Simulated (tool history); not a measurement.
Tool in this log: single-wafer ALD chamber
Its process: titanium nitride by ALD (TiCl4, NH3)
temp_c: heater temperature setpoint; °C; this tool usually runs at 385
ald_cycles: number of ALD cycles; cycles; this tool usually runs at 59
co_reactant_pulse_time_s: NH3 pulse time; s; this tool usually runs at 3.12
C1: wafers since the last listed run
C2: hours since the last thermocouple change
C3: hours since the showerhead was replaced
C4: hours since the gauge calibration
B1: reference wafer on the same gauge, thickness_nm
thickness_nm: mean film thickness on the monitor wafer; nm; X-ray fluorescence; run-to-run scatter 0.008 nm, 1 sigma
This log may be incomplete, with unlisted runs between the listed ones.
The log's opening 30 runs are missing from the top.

At hour 831.4: showerhead replaced.
Run 31, hour 831.9: usual settings but temp_c 396 °C, ald_cycles 65 cycles; C1 98; C2 33.6; C3 0.5; C4 357.6; B1 1.229. Result: thickness_nm 1.514 nm.
Run 32, hour 853.7: usual settings but temp_c 370 °C; C1 94; C2 55.4; C3 22.3; C4 379.4; B1 1.23. Result: thickness_nm 1.356 nm.
Run 33, hour 868.9: usual settings but temp_c 376 °C, ald_cycles 69 cycles, co_reactant_pulse_time_s 2.71 s; C1 65; C2 70.6; C3 37.5; C4 394.6; B1 1.228. Result: thickness_nm 1.568 nm.
Run 34, hour 901.5: usual settings but temp_c 390 °C, co_reactant_pulse_time_s 2 s; C1 141; C2 103.2; C3 70.1; C4 427.2; B1 1.231. Result: thickness_nm 1.339 nm.
Run 35, hour 934.2: usual settings but ald_cycles 68 cycles, co_reactant_pulse_time_s 3.5 s; C1 141; C2 135.9; C3 102.8; C4 459.9; B1 1.23. Result: thickness_nm 1.595 nm.
Run 36, hour 963.2: usual settings but temp_c 374 °C, co_reactant_pulse_time_s 2.04 s; C1 125; C2 164.9; C3 131.8; C4 488.9; B1 1.23. Result: thickness_nm 1.335 nm.
Run 37, hour 997.5: usual settings but co_reactant_pulse_time_s 2.23 s; C1 148; C2 199.2; C3 166.1; C4 523.2; B1 1.23. Result: thickness_nm 1.34 nm.
Run 38, hour 1022.9: usual settings but temp_c 392 °C, ald_cycles 65 cycles; C1 110; C2 224.6; C3 191.5; C4 548.6; B1 1.23. Result: thickness_nm 1.513 nm.
Run 39, hour 1043: usual settings; C1 87; C2 244.7; C3 211.6; C4 568.7; B1 1.23. Result: thickness_nm 1.364 nm.
Run 40, hour 1058.3: usual settings but temp_c 399 °C, ald_cycles 63 cycles, co_reactant_pulse_time_s 2.42 s; C1 66; C2 260; C3 226.9; C4 584; B1 1.228. Result: thickness_nm 1.447 nm.

Forecast each of these 4 alternatives for the next run:
Run A, hour 1058.8: usual settings but temp_c 373 °C; C1 2; C2 260.5; C3 227.4; C4 584.5; B1 ?. Result: thickness_nm ?.
Run B, hour 1058.8: usual settings but ald_cycles 70 cycles, co_reactant_pulse_time_s 2.21 s; C1 2; C2 260.5; C3 227.4; C4 584.5; B1 ?. Result: thickness_nm ?.
Run C, hour 1058.8: usual settings but temp_c 375 °C, ald_cycles 54 cycles, co_reactant_pulse_time_s 2.24 s; C1 2; C2 260.5; C3 227.4; C4 584.5; B1 ?. Result: thickness_nm ?.
Run D, hour 1058.8: usual settings but temp_c 389 °C, ald_cycles 66 cycles; C1 2; C2 260.5; C3 227.4; C4 584.5; B1 ?. Result: thickness_nm ?.

run    B1  thickness_nm
  A  1.23         1.357
  B  1.23         1.593
  C  1.23         1.221
  D  1.23          1.53
With no hidden state in the tool, these same runs would have given:
run  thickness_nm
  A         1.357
  B         1.593
  C         1.221
  D          1.53
